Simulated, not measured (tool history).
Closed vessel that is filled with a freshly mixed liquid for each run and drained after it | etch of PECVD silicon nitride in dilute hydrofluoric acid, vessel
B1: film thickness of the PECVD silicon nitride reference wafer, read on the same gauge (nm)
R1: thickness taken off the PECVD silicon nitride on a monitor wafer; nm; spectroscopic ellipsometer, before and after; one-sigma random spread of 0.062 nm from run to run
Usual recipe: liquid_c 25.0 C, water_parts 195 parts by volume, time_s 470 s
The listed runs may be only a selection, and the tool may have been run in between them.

{"run": 1, "hour": 0.0, "liquid_c": 25.0, "water_parts": 195, "time_s": 470, "B1": 130.03, "R1": 8.89}
{"run": 2, "hour": 45.9, "liquid_c": 25.0, "water_parts": 195, "time_s": 320, "B1": 130.03, "R1": 6.07}
{"run": 3, "hour": 117.1, "liquid_c": 25.0, "water_parts": 195, "time_s": 470, "B1": 129.99, "R1": 8.8}
{"run": 4, "hour": 154.2, "liquid_c": 25.0, "water_parts": 195, "time_s": 470, "B1": 130.0, "R1": 8.74}
{"run": 5, "hour": 190.4, "liquid_c": 25.0, "water_parts": 195, "time_s": 470, "B1": 129.98, "R1": 8.73}
{"run": 6, "hour": 243.8, "liquid_c": 25.0, "water_parts": 195, "time_s": 665, "B1": 130.0, "R1": 12.32}
{"hour": 248.9, "done": "thermometer replaced"}
{"run": 7, "hour": 293.5, "liquid_c": 25.0, "water_parts": 195, "time_s": 665, "B1": 129.97, "R1": 13.24}
{"run": 8, "hour": 346.3, "liquid_c": 25.0, "water_parts": 195, "time_s": 665, "B1": 130.02, "R1": 13.07}
{"run": 9, "hour": 407.3, "liquid_c": 26.0, "water_parts": 195, "time_s": 470, "B1": 129.99, "R1": 9.78}
{"run": 10, "hour": 431.3, "liquid_c": 25.0, "water_parts": 250, "time_s": 470, "B1": 130.0, "R1": 7.24}
{"run": 11, "hour": 503.0, "liquid_c": 25.0, "water_parts": 195, "time_s": 470, "B1": 129.99, "R1": 9.15}
{"run": 12, "hour": 556.0, "liquid_c": 25.0, "water_parts": 195, "time_s": 310, "B1": 130.02, "R1": 6.0}
{"hour": 560.5, "done": "hydrofluoric acid flow meter replaced"}
{"hour": 611.4, "done": "gauge calibrated"}
{"run": 13, "hour": 619.3, "liquid_c": 22.0, "water_parts": 140, "time_s": 605, "B1": 129.99, "R1": 13.29}
{"run": 14, "hour": 659.4, "liquid_c": 25.0, "water_parts": 255, "time_s": 470, "B1": 130.01, "R1": 6.94}
{"run": 15, "hour": 690.4, "liquid_c": 26.5, "water_parts": 195, "time_s": 470, "B1": 130.0, "R1": 9.95}
{"run": 16, "hour": 806.0, "liquid_c": 25.0, "water_parts": 195, "time_s": 470, "B1": 129.99, "R1": 8.91}
{"run": 17, "hour": 837.4, "liquid_c": 25.0, "water_parts": 195, "time_s": 470, "B1": 130.01, "R1": 8.99}
{"run": 18, "hour": 905.5, "liquid_c": 25.0, "water_parts": 270, "time_s": 470, "B1": 130.01, "R1": 6.4}
{"run": 19, "hour": 962.5, "liquid_c": 25.0, "water_parts": 195, "time_s": 470, "B1": 130.01, "R1": 8.89}
{"run": 20, "hour": 1012.6, "liquid_c": 25.0, "water_parts": 195, "time_s": 470, "B1": 130.01, "R1": 8.88}
{"run": 21, "hour": 1058.3, "liquid_c": 27.5, "water_parts": 275, "time_s": 605, "B1": 130.01, "R1": 9.39}
{"run": 22, "hour": 1099.3, "liquid_c": 29.5, "water_parts": 195, "time_s": 470, "B1": 129.98, "R1": 11.44}
{"run": 23, "hour": 1129.4, "liquid_c": 26.5, "water_parts": 250, "time_s": 470, "B1": 130.0, "R1": 7.57}
{"hour": 1210.1, "done": "hydrofluoric acid flow meter replaced"}
{"run": 24, "hour": 1311.7, "liquid_c": 25.0, "water_parts": 135, "time_s": 470, "B1": 130.03, "R1": 12.41}
{"run": 25, "hour": 1432.6, "liquid_c": 25.0, "water_parts": 195, "time_s": 470, "B1": 129.97, "R1": 8.61}
{"run": 26, "hour": 1502.8, "liquid_c": 25.0, "water_parts": 195, "time_s": 305, "B1": 130.0, "R1": 5.61}
{"hour": 1541.4, "done": "thermometer replaced"}
{"run": 27, "hour": 1547.5, "liquid_c": 25.0, "water_parts": 195, "time_s": 380, "B1": 130.0, "R1": 7.54}
{"run": 28, "hour": 1609.1, "liquid_c": 25.0, "water_parts": 195, "time_s": 470, "B1": 129.99, "R1": 9.22}
{"run": 29, "hour": 1658.2, "liquid_c": 27.0, "water_parts": 165, "time_s": 260, "B1": 129.98, "R1": 6.89}
{"run": 30, "hour": 1714.3, "liquid_c": 26.5, "water_parts": 125, "time_s": 605, "B1": 129.99, "R1": 20.37}
{"run": 31, "hour": 1753.7, "liquid_c": 25.0, "water_parts": 195, "time_s": 470, "B1": 130.02, "R1": 9.24}

Some steps in R1, run to run, broken into two amounts with sign: the step expected even without the hidden condition (settings, incoming material, random variation), and the rest, left for the hidden condition together with whatever gauge scatter is not in both the measured and the hidden-condition-free result:
The hidden state here: liquid colder than its thermometer reads (K); hydrofluoric acid flow below the setpoint (%); gauge reads high (%).
Run 6 -> 7: thermometer replaced. R1 +0.92 nm: hidden state +0.80, all else +0.12.
Run 12 -> 13: liquid_c 25.0 -> 22.0, water_parts 195 -> 140, time_s 310 -> 605, hydrofluoric acid flow meter replaced, gauge calibrated. R1 +7.29 nm: hidden state -0.25, all else +7.54.
Run 23 -> 24: liquid_c 26.5 -> 25.0, water_parts 250 -> 135, hydrofluoric acid flow meter replaced. R1 +4.84 nm: hidden state -0.51, all else +5.35.
Run 26 -> 27: time_s 305 -> 380, thermometer replaced. R1 +1.93 nm: hidden state +0.51, all else +1.42.
Run 29 -> 30: liquid_c 27.0 -> 26.5, water_parts 165 -> 125, time_s 260 -> 605. R1 +13.48 nm: hidden state -0.17, all else +13.65.
Run 30 -> 31: liquid_c 26.5 -> 25.0, water_parts 125 -> 195, time_s 605 -> 470. R1 -11.13 nm: hidden state +0.10, all else -11.23.

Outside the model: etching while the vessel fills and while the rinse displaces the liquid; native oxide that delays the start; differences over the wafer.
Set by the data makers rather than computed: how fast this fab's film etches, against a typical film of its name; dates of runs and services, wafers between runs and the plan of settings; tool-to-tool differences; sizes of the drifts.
